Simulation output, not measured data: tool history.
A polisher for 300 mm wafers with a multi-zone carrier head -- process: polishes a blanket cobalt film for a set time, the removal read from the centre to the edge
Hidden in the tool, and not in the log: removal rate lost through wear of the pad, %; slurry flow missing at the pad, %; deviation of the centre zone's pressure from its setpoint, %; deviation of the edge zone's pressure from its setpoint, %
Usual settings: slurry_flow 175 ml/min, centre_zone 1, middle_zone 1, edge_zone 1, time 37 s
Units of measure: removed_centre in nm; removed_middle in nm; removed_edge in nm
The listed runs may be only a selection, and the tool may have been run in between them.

run   hour  slurry_flow  centre_zone  middle_zone  edge_zone  time  wafers since the last listed run  wafers polished on this pad  hours since the slurry nozzle was cleaned  hours since the centre zone pressure was calibrated  hours since the edge zone pressure was calibrated  hours since the carrier head's membrane was replaced  incoming thickness of the incoming film, nm  removed_centre  removed_middle  removed_edge
  1      0          175            1            1       1.03    37                                 0                          380                                       98.3                                                 79.9                                              196.5                                                1359.9                                       1078.4           135.3           131.8         132.9
  2    9.4          175            1            1          1    37                               107                          488                                      107.7                                                 89.3                                              205.9                                                1369.3                                       1083.8           142.2             131         133.5
  3   25.6          175            1            1          1    37                               184                          672                                      123.9                                                105.5                                              222.1                                                1385.5                                       1103.8           141.7           131.3         131.1
  4   39.7          175            1            1          1    37                               160                          833                                        138                                                119.6                                              236.2                                                1399.6                                       1083.2           144.5           129.7         131.2
      44.9  -- worn pad replaced by a new one
  5   52.6          175            1            1          1    37                               101                           87                                      150.9                                                132.5                                              249.1                                                1412.5                                       1103.3           139.9           128.7         132.4
  6   62.5          175            1            1          1    37                               112                          200                                      160.8                                                142.4                                                259                                                1422.4                                       1087.6           143.5           130.7         131.5
      69.9  -- carrier head's membrane replaced by a new one
  7   71.9          190         0.94            1          1    37                                50                          250                                      170.2                                                151.8                                              268.4                                                     2                                       1082.5           139.5           132.8         132.8
  8   80.7          140            1            1          1    46                               100                          351                                        179                                                160.6                                              277.2                                                  10.8                                       1100.1           171.2           155.9         160.3
  9   90.5          140            1         0.89       1.09    37                               111                          463                                      188.8                                                170.4                                                287                                                  20.6                                       1094.2           135.4           112.7         133.7
 10    107          175         0.97          1.1          1    37                               188                          651                                      205.3                                                186.9                                              303.5                                                  37.1                                       1093.9           141.1           138.1         129.6
     115.8  -- worn pad replaced by a new one
 11  117.6          200         0.93            1          1    25                                75                           20                                      215.9                                                197.5                                              314.1                                                  47.7                                       1088.6            93.4            88.7          92.1
 12  135.4          225            1         1.06          1    37                               202                          223                                      233.7                                                215.3                                              331.9                                                  65.5                                       1056.8           147.8           140.9         136.5
 13  143.9          175            1            1          1    37                                96                          320                                      242.2                                                223.8                                              340.4                                                    74                                       1079.4           148.3           129.5         132.4
 14  150.7          175            1            1          1    37                                77                          398                                        249                                                230.6                                              347.2                                                  80.8                                       1070.2           144.5           129.3         132.8
     158.2  -- edge zone pressure recalibrated
 15  167.8          175            1            1          1    37                               172                          570                                      266.1                                                247.7                                                9.6                                                  97.9                                         1083           148.6           129.8         132.8
 16  185.6          175            1            1          1    37                               202                          773                                      283.9                                                265.5                                               27.4                                                 115.7                                         1083           149.3           129.7         133.1
     199.1  -- centre zone pressure recalibrated
       201  -- worn pad replaced by a new one
 17  201.5          175            1            1          1    37                               136                            5                                      299.8                                                  2.4                                               43.3                                                 131.6                                       1074.6           134.7           130.4         131.4
     222.2  -- slurry nozzle cleaned
 18  237.6          175            1         0.94       0.95    37                               400                          405                                       15.4                                                 38.5                                               79.4                                                 167.7                                       1087.3           138.1           122.2         128.7
 19  257.1          175            1            1          1    37                               222                          628                                       34.9                                                   58                                               98.9                                                 187.2                                       1080.5           137.8           130.6         132.6
 20  272.4          175            1            1          1    48                               174                          802                                       50.2                                                 73.3                                              114.2                                                 202.5                                       1070.5           185.5           167.6         172.3
     281.3  -- worn pad replaced by a new one
 21    288          175         0.94            1       1.09    37                               132                           76                                       65.8                                                 88.9                                              129.8                                                 218.1                                       1077.8           136.8             131         137.8
 22  299.3          175         1.09         0.92          1    37                               128                          205                                       77.1                                                100.2                                              141.1                                                 229.4                                       1087.4           151.3           119.9         132.6
 23  313.2          175         0.94            1          1    37                               158                          363                                         91                                                114.1                                                155                                                 243.3                                       1073.5           136.7           131.3         131.7

3 ways to go on from here, each from the tool as it stands after run 23. What would each give?
  A  313.6          175            1            1          1    37                                 4                          368                                       91.4                                                114.5                                              155.4                                                 243.7                                       1102.8               ?               ?             ?
  B  313.6          175          0.9            1          1    28                                 4                          368                                       91.4                                                114.5                                              155.4                                                 243.7                                       1102.8               ?               ?             ?
  C  313.6          150         0.94            1          1    37                                 4                          368                                       91.4                                                114.5                                              155.4                                                 243.7                                       1102.8               ?               ?             ?

run  removed_centre  removed_middle  removed_edge
  A           141.1           131.4           131
  B            99.5            99.5          99.1
  C           131.2           127.9         128.4
Without the tool's hidden state the same runs would have given:
run  removed_centre  removed_middle  removed_edge
  A             132           131.4           131
  B              93            99.5          99.1
  C           122.7           127.9         128.4
